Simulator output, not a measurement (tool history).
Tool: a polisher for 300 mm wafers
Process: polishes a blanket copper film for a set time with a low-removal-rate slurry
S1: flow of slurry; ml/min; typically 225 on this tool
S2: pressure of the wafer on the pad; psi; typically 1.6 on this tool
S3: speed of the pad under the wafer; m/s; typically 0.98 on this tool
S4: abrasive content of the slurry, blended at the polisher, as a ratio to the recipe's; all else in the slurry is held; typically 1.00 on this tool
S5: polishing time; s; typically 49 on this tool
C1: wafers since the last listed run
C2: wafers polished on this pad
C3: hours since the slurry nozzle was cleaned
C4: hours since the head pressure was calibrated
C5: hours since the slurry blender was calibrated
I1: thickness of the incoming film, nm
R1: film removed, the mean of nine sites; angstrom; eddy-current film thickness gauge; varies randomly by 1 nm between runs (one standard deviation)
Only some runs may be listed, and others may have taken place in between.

| run | hour | S1 | S2 | S3 | S4 | S5 | C1 | C2 | C3 | C4 | C5 | I1 | R1 |
|---|---|---|---|---|---|---|---|---|---|---|---|---|---|
| 1 | 0.0 | 225 | 1.6 | 0.98 | 1.00 | 49 | 0 | 106 | 454.7 | 42.5 | 32.3 | 885.5 | 726 |
| 2 | 17.0 | 225 | 1.6 | 0.98 | 0.90 | 49 | 116 | 222 | 471.7 | 59.5 | 49.3 | 893.0 | 689 |
| 3 | 33.7 | 225 | 1.6 | 0.98 | 1.00 | 49 | 114 | 337 | 488.4 | 76.2 | 66.0 | 878.3 | 739 |
| 4 | 46.2 | 225 | 1.6 | 0.98 | 1.00 | 49 | 85 | 422 | 500.9 | 88.7 | 78.5 | 887.5 | 728 |
| 5 | 63.4 | 225 | 1.6 | 0.98 | 1.00 | 49 | 117 | 540 | 518.1 | 105.9 | 95.7 | 889.0 | 727 |
| 6 | 70.1 | 225 | 1.6 | 0.98 | 1.00 | 49 | 45 | 586 | 524.8 | 112.6 | 102.4 | 877.8 | 730 |
| 7 | 91.0 | 225 | 1.6 | 0.98 | 1.00 | 49 | 142 | 729 | 545.7 | 133.5 | 123.3 | 881.7 | 738 |
| 8 | 108.9 | 225 | 1.6 | 0.98 | 1.00 | 49 | 122 | 851 | 563.6 | 151.4 | 141.2 | 885.1 | 707 |
| 9 | 119.9 | 225 | 1.4 | 0.98 | 1.00 | 54 | 75 | 926 | 574.6 | 162.4 | 152.2 | 896.9 | 678 |
| 10 | 128.7 | 225 | 1.4 | 0.98 | 1.00 | 54 | 60 | 986 | 583.4 | 171.2 | 161.0 | 878.6 | 695 |
| 11 | 134.9 | 225 | 1.6 | 0.98 | 1.25 | 62 | 42 | 1029 | 589.6 | 177.4 | 167.2 | 882.5 | 967 |
| 12 | 147.2 | 225 | 1.6 | 0.98 | 1.25 | 62 | 84 | 1113 | 601.9 | 189.7 | 179.5 | 867.1 | 981 |
| 13 | 158.9 | 225 | 1.6 | 0.98 | 1.25 | 62 | 80 | 1193 | 613.6 | 201.4 | 191.2 | 884.6 | 958 |
| 14 | 174.6 | 225 | 1.6 | 0.98 | 1.10 | 49 | 107 | 1300 | 629.3 | 217.1 | 206.9 | 872.0 | 734 |
| 15 | 191.1 | 225 | 1.6 | 0.98 | 1.10 | 49 | 112 | 1413 | 645.8 | 233.6 | 223.4 | 879.4 | 730 |
|  | 200.7 | worn pad replaced by a new one |
| 16 | 201.2 | 225 | 1.8 | 0.98 | 1.00 | 49 | 41 | 3 | 655.9 | 243.7 | 233.5 | 880.5 | 811 |
| 17 | 211.6 | 300 | 1.6 | 0.98 | 1.30 | 49 | 71 | 74 | 666.3 | 254.1 | 243.9 | 879.7 | 797 |
| 18 | 228.5 | 280 | 1.2 | 0.82 | 1.00 | 43 | 115 | 190 | 683.2 | 271.0 | 260.8 | 885.9 | 418 |
| 19 | 243.0 | 225 | 1.4 | 0.98 | 1.00 | 54 | 99 | 289 | 697.7 | 285.5 | 275.3 | 885.0 | 680 |
| 20 | 259.3 | 225 | 1.6 | 1.18 | 0.85 | 63 | 111 | 400 | 714.0 | 301.8 | 291.6 | 867.8 | 959 |
|  | 263.9 | slurry nozzle cleaned |
|  | 268.1 | slurry blender recalibrated |
| 21 | 271.6 | 225 | 1.6 | 0.72 | 1.00 | 49 | 63 | 464 | 7.7 | 314.1 | 3.5 | 869.2 | 598 |
| 22 | 278.1 | 225 | 1.6 | 0.98 | 1.00 | 49 | 44 | 508 | 14.2 | 320.6 | 10.0 | 879.1 | 737 |
| 23 | 294.3 | 225 | 1.6 | 0.82 | 1.00 | 61 | 110 | 619 | 30.4 | 336.8 | 26.2 | 897.8 | 807 |
|  | 299.3 | head pressure recalibrated |
| 24 | 309.2 | 225 | 1.6 | 0.98 | 1.00 | 49 | 88 | 707 | 45.3 | 9.9 | 41.1 | 880.6 | 710 |
| 25 | 320.9 | 225 | 1.6 | 0.98 | 1.00 | 44 | 80 | 787 | 57.0 | 21.6 | 52.8 | 871.7 | 660 |
| 26 | 330.6 | 225 | 1.1 | 0.98 | 1.00 | 60 | 66 | 854 | 66.7 | 31.3 | 62.5 | 891.8 | 626 |
| 27 | 348.1 | 225 | 1.8 | 1.08 | 1.00 | 49 | 119 | 974 | 84.2 | 48.8 | 80.0 | 882.1 | 876 |
| 28 | 356.9 | 170 | 1.2 | 0.98 | 1.00 | 35 | 60 | 1034 | 93.0 | 57.6 | 88.8 | 865.1 | 382 |
| 29 | 371.9 | 250 | 1.6 | 0.98 | 1.30 | 49 | 102 | 1136 | 108.0 | 72.6 | 103.8 | 869.2 | 815 |
| 30 | 385.4 | 175 | 1.6 | 0.84 | 1.15 | 61 | 92 | 1229 | 121.5 | 86.1 | 117.3 | 863.7 | 818 |

Some steps in R1 between neighbouring runs. How much of each would the tool show without its hidden state too (settings, what came in, random variation), and how much is left for the hidden state, with any gauge scatter that isn't in both results?
The tool's hidden condition here consists of: removal rate lost through wear of the pad, %; slurry flow missing at the pad, %; deviation of the head's pressure from its setpoint, %; abrasive missing from the slurry, %.
Run 17 -> 18: S1 300 -> 280, S2 1.6 -> 1.2, S3 0.98 -> 0.82, S4 1.30 -> 1.00, S5 49 -> 43. R1 -379 angstrom: hidden state +19, all else -398.
Run 19 -> 20: S2 1.4 -> 1.6, S3 0.98 -> 1.18, S4 1.00 -> 0.85, S5 54 -> 63. R1 +279 angstrom: hidden state -16, all else +295.
Run 20 -> 21: S3 1.18 -> 0.72, S4 0.85 -> 1.00, S5 63 -> 49, slurry nozzle cleaned, slurry blender recalibrated. R1 -361 angstrom: hidden state +47, all else -408.
Run 27 -> 28: S1 225 -> 170, S2 1.8 -> 1.2, S3 1.08 -> 0.98, S5 49 -> 35. R1 -494 angstrom: hidden state +8, all else -502.
Run 28 -> 29: S1 170 -> 250, S2 1.2 -> 1.6, S4 1.00 -> 1.30, S5 35 -> 49. R1 +433 angstrom: hidden state -12, all else +445.
